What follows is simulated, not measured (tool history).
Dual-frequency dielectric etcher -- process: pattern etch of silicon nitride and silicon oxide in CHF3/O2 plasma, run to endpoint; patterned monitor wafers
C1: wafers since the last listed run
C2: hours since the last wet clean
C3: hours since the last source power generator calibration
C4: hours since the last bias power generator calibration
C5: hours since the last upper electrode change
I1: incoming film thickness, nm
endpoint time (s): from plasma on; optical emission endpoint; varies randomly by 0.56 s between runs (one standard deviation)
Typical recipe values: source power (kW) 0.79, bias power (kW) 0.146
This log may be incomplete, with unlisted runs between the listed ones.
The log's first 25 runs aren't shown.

{"run": 26, "day": 64.038, "source power (kW)": 0.85, "bias power (kW)": 0.146, "C1": 408, "C2": 275.5, "C3": 326.3, "C4": 605.4, "C5": 500.5, "I1": 185.8, "endpoint time (s)": 123}
{"run": 27, "day": 66.55, "source power (kW)": 0.79, "bias power (kW)": 0.146, "C1": 454, "C2": 335.8, "C3": 386.6, "C4": 665.7, "C5": 560.8, "I1": 182.4, "endpoint time (s)": 123.6}
{"run": 28, "day": 68.158, "source power (kW)": 0.79, "bias power (kW)": 0.146, "C1": 291, "C2": 374.4, "C3": 425.2, "C4": 704.3, "C5": 599.4, "I1": 182.9, "endpoint time (s)": 124.4}
{"run": 29, "day": 70.267, "source power (kW)": 0.79, "bias power (kW)": 0.174, "C1": 381, "C2": 425, "C3": 475.8, "C4": 754.9, "C5": 650, "I1": 182.1, "endpoint time (s)": 116.7}
{"day": 71.579, "done": "wet clean of the chamber"}
{"run": 30, "day": 72.346, "source power (kW)": 0.96, "bias power (kW)": 0.179, "C1": 195, "C2": 18.4, "C3": 525.7, "C4": 804.8, "C5": 699.9, "I1": 183.5, "endpoint time (s)": 105.3}
{"run": 31, "day": 75.312, "source power (kW)": 0.88, "bias power (kW)": 0.169, "C1": 537, "C2": 89.6, "C3": 596.9, "C4": 876, "C5": 771.1, "I1": 185.9, "endpoint time (s)": 114.2}
{"run": 32, "day": 76.808, "source power (kW)": 0.79, "bias power (kW)": 0.146, "C1": 270, "C2": 125.5, "C3": 632.8, "C4": 911.9, "C5": 807, "I1": 182.8, "endpoint time (s)": 122.1}
{"run": 33, "day": 79.296, "source power (kW)": 0.79, "bias power (kW)": 0.171, "C1": 450, "C2": 185.2, "C3": 692.5, "C4": 971.6, "C5": 866.7, "I1": 182.5, "endpoint time (s)": 115.1}
{"run": 34, "day": 81.233, "source power (kW)": 0.62, "bias power (kW)": 0.167, "C1": 350, "C2": 231.7, "C3": 739, "C4": 1018.1, "C5": 913.2, "I1": 181.7, "endpoint time (s)": 124.6}
{"run": 35, "day": 82.875, "source power (kW)": 0.64, "bias power (kW)": 0.112, "C1": 297, "C2": 271.1, "C3": 778.4, "C4": 1057.5, "C5": 952.6, "I1": 183.9, "endpoint time (s)": 146.4}
{"run": 36, "day": 84.912, "source power (kW)": 0.67, "bias power (kW)": 0.176, "C1": 368, "C2": 320, "C3": 827.3, "C4": 1106.4, "C5": 1001.5, "I1": 184.8, "endpoint time (s)": 121.8}

3 options for the next run, each taken on its own from the tool as it stands now. Forecast them:
{"run": "A", "day": 84.933, "source power (kW)": 0.79, "bias power (kW)": 0.146, "C1": 3, "C2": 320.5, "C3": 827.8, "C4": 1106.9, "C5": 1002, "I1": 183.4, "endpoint time (s)": "?"}
{"run": "B", "day": 84.933, "source power (kW)": 0.91, "bias power (kW)": 0.117, "C1": 3, "C2": 320.5, "C3": 827.8, "C4": 1106.9, "C5": 1002, "I1": 183.4, "endpoint time (s)": "?"}
{"run": "C", "day": 84.933, "source power (kW)": 0.72, "bias power (kW)": 0.131, "C1": 3, "C2": 320.5, "C3": 827.8, "C4": 1106.9, "C5": 1002, "I1": 183.4, "endpoint time (s)": "?"}

run=A endpoint_time_(s)=124.4
run=B endpoint_time_(s)=129.5
run=C endpoint_time_(s)=133.3
Had the tool no hidden state, the same runs would have come out as:
run=A endpoint_time_(s)=120.9
run=B endpoint_time_(s)=125.9
run=C endpoint_time_(s)=129.6
